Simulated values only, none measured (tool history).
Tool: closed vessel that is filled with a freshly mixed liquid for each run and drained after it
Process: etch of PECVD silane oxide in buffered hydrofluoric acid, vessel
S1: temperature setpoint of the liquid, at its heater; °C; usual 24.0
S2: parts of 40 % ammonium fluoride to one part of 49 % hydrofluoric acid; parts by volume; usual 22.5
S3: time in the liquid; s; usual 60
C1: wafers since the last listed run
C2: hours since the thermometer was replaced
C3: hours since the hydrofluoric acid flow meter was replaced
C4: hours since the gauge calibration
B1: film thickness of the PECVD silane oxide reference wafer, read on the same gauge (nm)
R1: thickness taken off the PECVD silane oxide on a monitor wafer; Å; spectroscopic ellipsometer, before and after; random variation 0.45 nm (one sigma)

{"run": 1, "hour": 0.0, "S1": 24.0, "S2": 22.5, "S3": 60, "C1": 0, "C2": 958.5, "C3": 1816.9, "C4": 125.3, "B1": 60.0, "R1": 1060.0}
{"run": 2, "hour": 14.0, "S1": 24.0, "S2": 22.5, "S3": 60, "C1": 1211, "C2": 972.5, "C3": 1830.9, "C4": 139.3, "B1": 59.99, "R1": 1065.5}
{"run": 3, "hour": 23.4, "S1": 24.0, "S2": 22.5, "S3": 60, "C1": 813, "C2": 981.9, "C3": 1840.3, "C4": 148.7, "B1": 60.01, "R1": 1050.2}
{"run": 4, "hour": 34.2, "S1": 24.0, "S2": 22.5, "S3": 60, "C1": 934, "C2": 992.7, "C3": 1851.1, "C4": 159.5, "B1": 60.01, "R1": 1050.0}
{"run": 5, "hour": 45.7, "S1": 24.0, "S2": 22.5, "S3": 60, "C1": 994, "C2": 1004.2, "C3": 1862.6, "C4": 171.0, "B1": 59.98, "R1": 1056.4}
{"run": 6, "hour": 54.7, "S1": 24.0, "S2": 22.5, "S3": 60, "C1": 778, "C2": 1013.2, "C3": 1871.6, "C4": 180.0, "B1": 60.04, "R1": 1049.3}
{"run": 7, "hour": 69.1, "S1": 24.0, "S2": 22.5, "S3": 60, "C1": 1245, "C2": 1027.6, "C3": 1886.0, "C4": 194.4, "B1": 59.95, "R1": 1050.8}
{"run": 8, "hour": 78.4, "S1": 24.0, "S2": 22.5, "S3": 60, "C1": 804, "C2": 1036.9, "C3": 1895.3, "C4": 203.7, "B1": 60.01, "R1": 1057.9}
{"run": 9, "hour": 89.9, "S1": 24.0, "S2": 22.5, "S3": 60, "C1": 994, "C2": 1048.4, "C3": 1906.8, "C4": 215.2, "B1": 59.98, "R1": 1052.5}
{"run": 10, "hour": 107.0, "S1": 24.0, "S2": 22.5, "S3": 60, "C1": 1479, "C2": 1065.5, "C3": 1923.9, "C4": 232.3, "B1": 60.06, "R1": 1052.6}
{"run": 11, "hour": 121.5, "S1": 24.0, "S2": 22.5, "S3": 60, "C1": 1254, "C2": 1080.0, "C3": 1938.4, "C4": 246.8, "B1": 60.04, "R1": 1046.9}
{"run": 12, "hour": 133.9, "S1": 24.0, "S2": 22.5, "S3": 60, "C1": 1072, "C2": 1092.4, "C3": 1950.8, "C4": 259.2, "B1": 60.04, "R1": 1040.3}
{"run": 13, "hour": 140.8, "S1": 24.0, "S2": 22.5, "S3": 60, "C1": 596, "C2": 1099.3, "C3": 1957.7, "C4": 266.1, "B1": 60.03, "R1": 1046.9}
{"run": 14, "hour": 152.0, "S1": 24.0, "S2": 22.5, "S3": 45, "C1": 969, "C2": 1110.5, "C3": 1968.9, "C4": 277.3, "B1": 59.97, "R1": 781.4}
{"run": 15, "hour": 183.3, "S1": 20.5, "S2": 29.0, "S3": 35, "C1": 2708, "C2": 1141.8, "C3": 2000.2, "C4": 308.6, "B1": 60.01, "R1": 419.2}
{"hour": 190.5, "done": "gauge calibrated"}
{"run": 16, "hour": 200.2, "S1": 24.0, "S2": 22.5, "S3": 80, "C1": 1462, "C2": 1158.7, "C3": 2017.1, "C4": 9.7, "B1": 60.05, "R1": 1390.7}
{"run": 17, "hour": 206.7, "S1": 24.0, "S2": 15.0, "S3": 60, "C1": 562, "C2": 1165.2, "C3": 2023.6, "C4": 16.2, "B1": 60.0, "R1": 1501.7}
{"run": 18, "hour": 217.1, "S1": 20.5, "S2": 28.0, "S3": 80, "C1": 899, "C2": 1175.6, "C3": 2034.0, "C4": 26.6, "B1": 60.0, "R1": 982.7}
{"run": 19, "hour": 228.0, "S1": 21.5, "S2": 18.0, "S3": 50, "C1": 943, "C2": 1186.5, "C3": 2044.9, "C4": 37.5, "B1": 60.01, "R1": 902.9}
{"hour": 240.3, "done": "thermometer replaced"}
{"run": 20, "hour": 240.8, "S1": 24.0, "S2": 22.5, "S3": 60, "C1": 1020, "C2": 0.5, "C3": 2057.7, "C4": 50.3, "B1": 60.02, "R1": 968.0}
{"run": 21, "hour": 251.5, "S1": 21.5, "S2": 19.0, "S3": 50, "C1": 925, "C2": 11.2, "C3": 2068.4, "C4": 61.0, "B1": 59.99, "R1": 806.6}
{"run": 22, "hour": 264.1, "S1": 21.5, "S2": 15.5, "S3": 35, "C1": 1090, "C2": 23.8, "C3": 2081.0, "C4": 73.6, "B1": 59.98, "R1": 683.6}
{"hour": 276.5, "done": "hydrofluoric acid flow meter replaced"}
{"hour": 297.0, "done": "thermometer replaced, repeated, since the last time left the tool worse"}
{"run": 23, "hour": 317.8, "S1": 21.5, "S2": 18.0, "S3": 40, "C1": 4473, "C2": 20.8, "C3": 41.3, "C4": 127.3, "B1": 59.98, "R1": 805.0}
{"run": 24, "hour": 327.7, "S1": 24.0, "S2": 22.5, "S3": 60, "C1": 856, "C2": 30.7, "C3": 51.2, "C4": 137.2, "B1": 60.0, "R1": 1146.3}
{"run": 25, "hour": 340.7, "S1": 24.0, "S2": 22.5, "S3": 60, "C1": 1124, "C2": 43.7, "C3": 64.2, "C4": 150.2, "B1": 60.0, "R1": 1139.6}
{"run": 26, "hour": 353.0, "S1": 27.0, "S2": 14.0, "S3": 60, "C1": 1064, "C2": 56.0, "C3": 76.5, "C4": 162.5, "B1": 59.97, "R1": 2080.4}

3 ways to go on from here, each from the tool as it stands after run 26. What would each give?
{"run": "A", "hour": 353.7, "S1": 24.0, "S2": 22.5, "S3": 50, "C1": 60, "C2": 56.7, "C3": 77.2, "C4": 163.2, "B1": "?", "R1": "?"}
{"run": "B", "hour": 353.7, "S1": 26.5, "S2": 27.5, "S3": 70, "C1": 60, "C2": 56.7, "C3": 77.2, "C4": 163.2, "B1": "?", "R1": "?"}
{"run": "C", "hour": 353.7, "S1": 27.0, "S2": 19.5, "S3": 30, "C1": 60, "C2": 56.7, "C3": 77.2, "C4": 163.2, "B1": "?", "R1": "?"}

run=A B1=59.94 R1=953.9
run=B B1=59.94 R1=1333.3
run=C B1=59.94 R1=748.9
Without the tool's hidden state the same runs would have given:
run=A R1=966.0
run=B R1=1350.1
run=C R1=758.2
